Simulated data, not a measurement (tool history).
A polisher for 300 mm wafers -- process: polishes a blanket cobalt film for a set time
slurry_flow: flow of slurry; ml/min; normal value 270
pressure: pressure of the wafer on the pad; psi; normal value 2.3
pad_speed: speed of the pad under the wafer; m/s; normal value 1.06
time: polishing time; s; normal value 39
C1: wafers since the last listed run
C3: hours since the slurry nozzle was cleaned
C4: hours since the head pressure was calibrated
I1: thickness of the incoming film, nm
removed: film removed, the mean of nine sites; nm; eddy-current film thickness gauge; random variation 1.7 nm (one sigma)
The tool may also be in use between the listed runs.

Run 1, hour 0: usual settings; C1 0; wafers polished on this pad 2067; C3 359.6; C4 385.2; I1 824.9. Result: removed 248.9 nm.
Run 2, hour 64.4: usual settings; C1 747; wafers polished on this pad 2814; C3 424; C4 449.6; I1 820.4. Result: removed 254.2 nm.
At hour 115.8: worn pad replaced by a new one.
Run 3, hour 134.7: usual settings; C1 769; wafers polished on this pad 219; C3 494.3; C4 519.9; I1 826.3. Result: removed 251.8 nm.
Run 4, hour 203.6: usual settings; C1 799; wafers polished on this pad 1018; C3 563.2; C4 588.8; I1 826.8. Result: removed 253.7 nm.
At hour 218.9: slurry nozzle cleaned.
Run 5, hour 252.1: usual settings; C1 551; wafers polished on this pad 1569; C3 33.2; C4 637.3; I1 819.3. Result: removed 256.4 nm.
Run 6, hour 295.1: usual settings but pad_speed 0.8 m/s; C1 498; wafers polished on this pad 2068; C3 76.2; C4 680.3; I1 833.6. Result: removed 216.1 nm.
Run 7, hour 352.4: usual settings; C1 664; wafers polished on this pad 2732; C3 133.5; C4 737.6; I1 833.9. Result: removed 252.4 nm.
At hour 387.3: worn pad replaced by a new one.
Run 8, hour 395.5: usual settings; C1 453; wafers polished on this pad 95; C3 176.6; C4 780.7; I1 837.2. Result: removed 255 nm.
Run 9, hour 423.8: usual settings; C1 328; wafers polished on this pad 423; C3 204.9; C4 809; I1 838.6. Result: removed 257.2 nm.
Run 10, hour 455.4: usual settings; C1 366; wafers polished on this pad 790; C3 236.5; C4 840.6; I1 831.1. Result: removed 256.7 nm.
Run 11, hour 516.7: usual settings; C1 711; wafers polished on this pad 1501; C3 297.8; C4 901.9; I1 828.6. Result: removed 254.3 nm.
Run 12, hour 543.4: usual settings; C1 309; wafers polished on this pad 1811; C3 324.5; C4 928.6; I1 815.8. Result: removed 255.1 nm.
Run 13, hour 608.3: usual settings; C1 752; wafers polished on this pad 2564; C3 389.4; C4 993.5; I1 813.5. Result: removed 253.5 nm.
At hour 650.9: worn pad replaced by a new one.
Run 14, hour 662.5: usual settings but slurry_flow 360 ml/min, pressure 2.6 psi, pad_speed 0.86 m/s, time 52 s; C1 582; wafers polished on this pad 134; C3 443.6; C4 1047.7; I1 831.2. Result: removed 343.7 nm.
Run 15, hour 726.1: usual settings but slurry_flow 195 ml/min; C1 737; wafers polished on this pad 872; C3 507.2; C4 1111.3; I1 830.7. Result: removed 249.8 nm.
At hour 734.9: head pressure recalibrated.
Run 16, hour 791.3: usual settings but slurry_flow 220 ml/min, pressure 2.9 psi, pad_speed 1.34 m/s; C1 733; wafers polished on this pad 1605; C3 572.4; C4 56.4; I1 839.8. Result: removed 343.6 nm.
Run 17, hour 842.3: usual settings but slurry_flow 300 ml/min, pressure 3 psi, pad_speed 1.38 m/s; C1 591; wafers polished on this pad 2197; C3 623.4; C4 107.4; I1 822.5. Result: removed 366.1 nm.
At hour 848.9: slurry nozzle cleaned.
Run 18, hour 870.3: usual settings but pressure 1.8 psi; C1 313; wafers polished on this pad 2510; C3 21.4; C4 135.4; I1 829.4. Result: removed 198.4 nm.
At hour 905.5: worn pad replaced by a new one.
Run 19, hour 927.6: usual settings but slurry_flow 300 ml/min; C1 618; wafers polished on this pad 256; C3 78.7; C4 192.7; I1 820.6. Result: removed 249 nm.
Run 20, hour 993.5: usual settings but pressure 2.8 psi, pad_speed 0.96 m/s; C1 764; wafers polished on this pad 1021; C3 144.6; C4 258.6; I1 834.2. Result: removed 277.6 nm.
Run 21, hour 1030: usual settings but slurry_flow 225 ml/min, time 28 s; C1 423; wafers polished on this pad 1444; C3 181.1; C4 295.1; I1 832.7. Result: removed 176.8 nm.
Run 22, hour 1073.6: usual settings but slurry_flow 330 ml/min, pressure 1.5 psi, pad_speed 0.84 m/s, time 29 s; C1 505; wafers polished on this pad 1950; C3 224.7; C4 338.7; I1 816.5. Result: removed 113 nm.
Run 23, hour 1103.1: usual settings but slurry_flow 205 ml/min, pressure 1.6 psi, pad_speed 0.9 m/s, time 46 s; C1 342; wafers polished on this pad 2292; C3 254.2; C4 368.2; I1 839.7. Result: removed 189.5 nm.
Run 24, hour 1163.3: usual settings but slurry_flow 335 ml/min; C1 698; wafers polished on this pad 2991; C3 314.4; C4 428.4; I1 841.1. Result: removed 252.7 nm.
At hour 1180.2: worn pad replaced by a new one.
Run 25, hour 1223.3: usual settings; C1 649; wafers polished on this pad 499; C3 374.4; C4 488.4; I1 828.8. Result: removed 249.8 nm.
Run 26, hour 1263: usual settings but pad_speed 1.24 m/s, time 35 s; C1 460; wafers polished on this pad 960; C3 414.1; C4 528.1; I1 827.1. Result: removed 245.5 nm.
Run 27, hour 1311.6: usual settings but slurry_flow 300 ml/min, pressure 3 psi, pad_speed 1.38 m/s; C1 563; wafers polished on this pad 1524; C3 462.7; C4 576.7; I1 831.8. Result: removed 379.3 nm.

Consider 3 possible next runs. They are alternatives, not a sequence: every one starts from the tool as it was left by run 27. What does each give?
Run A, hour 1312: usual settings but time 34 s; C1 4; wafers polished on this pad 1528; C3 463.1; C4 577.1; I1 840.7. Result: removed ?.
Run B, hour 1312: usual settings but pressure 2.9 psi, pad_speed 1.34 m/s, time 30 s; C1 4; wafers polished on this pad 1528; C3 463.1; C4 577.1; I1 840.7. Result: removed ?.
Run C, hour 1312: usual settings but slurry_flow 305 ml/min, pressure 1.9 psi, pad_speed 1.3 m/s; C1 4; wafers polished on this pad 1528; C3 463.1; C4 577.1; I1 840.7. Result: removed ?.

run  removed
  A    216.8
  B    272.8
  C    240.9
Take away the tool's hidden state, keep each run's random variation, and the runs would have read:
run  removed
  A    212.4
  B    267.4
  C    236.1
